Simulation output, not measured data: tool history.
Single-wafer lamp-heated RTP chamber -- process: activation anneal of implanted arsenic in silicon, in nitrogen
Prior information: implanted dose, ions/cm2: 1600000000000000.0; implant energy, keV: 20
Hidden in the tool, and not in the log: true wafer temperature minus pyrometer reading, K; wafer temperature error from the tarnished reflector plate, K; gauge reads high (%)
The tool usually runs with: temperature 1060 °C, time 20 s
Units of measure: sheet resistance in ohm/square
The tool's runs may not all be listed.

run,hour,temperature,time,wafers since the last listed run,wafers since the last pyrometer calibration,wafers since the reflector plate was cleaned,hours since the gauge calibration,"read-back reference wafer on the same gauge, sheet resistance",sheet resistance
1,0.0,1060,20,0,448,448,583.0,84.39,88.93
2,28.7,1060,20,290,739,739,611.7,84.34,89.68
3,65.7,1051,13,374,1113,1113,648.7,84.50,98.26
4,132.3,1051,13,673,1786,1786,715.3,84.39,97.04
5,157.6,1051,13,255,2041,2041,740.6,84.37,97.44
6,204.6,1060,27,475,2517,2517,787.6,84.35,84.20
7,241.3,1060,27,370,2888,2888,824.3,84.49,84.72
8,281.4,1060,27,405,3293,3293,864.4,84.32,84.59
9,349.9,1041,28,692,3985,3985,932.9,84.36,89.81
# hour 389.6: gauge calibrated
10,407.3,1041,28,580,4566,4566,17.7,84.34,89.87
# hour 419.5: pyrometer window cleaned and pyrometer calibrated
# hour 433.5: reflector plate cleaned
11,434.0,1041,28,108,65,5,44.4,84.54,92.66
12,499.8,1038,20,665,730,670,110.2,84.28,97.78
13,538.7,1038,20,393,1123,1063,149.1,84.50,97.24
14,594.2,1068,31,561,1684,1624,204.6,84.28,80.38
15,621.6,1060,20,276,1961,1901,232.0,84.43,88.38
16,657.9,1060,20,366,2328,2268,268.3,84.48,88.24
17,702.7,1060,20,452,2781,2721,313.1,84.53,88.20
18,753.7,1060,16,515,3297,3237,364.1,84.32,91.03
19,782.2,1077,24,288,3585,3525,392.6,84.23,80.37
20,810.2,1043,24,283,3868,3808,420.6,84.31,91.11
21,845.1,1050,26,352,4220,4161,455.5,84.42,87.97
# hour 887.1: pyrometer window cleaned and pyrometer calibrated
22,892.4,1060,20,397,53,4558,502.8,84.35,88.37
23,936.6,1034,13,446,500,5005,547.0,84.27,103.46
24,977.6,1038,20,414,915,5419,588.0,84.35,95.08
# hour 1001.0: reflector plate cleaned
25,1015.1,1075,15,298,1213,142,625.5,84.48,90.05
26,1059.5,1074,20,448,1662,591,669.9,84.38,85.35

What the log doesn't show, run by run:
true wafer temperature minus pyrometer reading, K: 0 across all the runs
gauge reads high (%): 0 across all the runs
H1: wafer temperature error from the tarnished reflector plate, K
run,H1
1,3.34
2,4.32
3,5.36
4,6.76
5,7.16
6,7.78
7,8.15
8,8.48
9,8.89
10,9.13
11,0.841
12,3.49
13,4.65
14,5.9
15,6.39
16,6.93
17,7.45
18,7.91
19,8.11
20,8.28
21,8.45
22,8.64
23,8.77
24,8.87
25,1.39
26,3.15
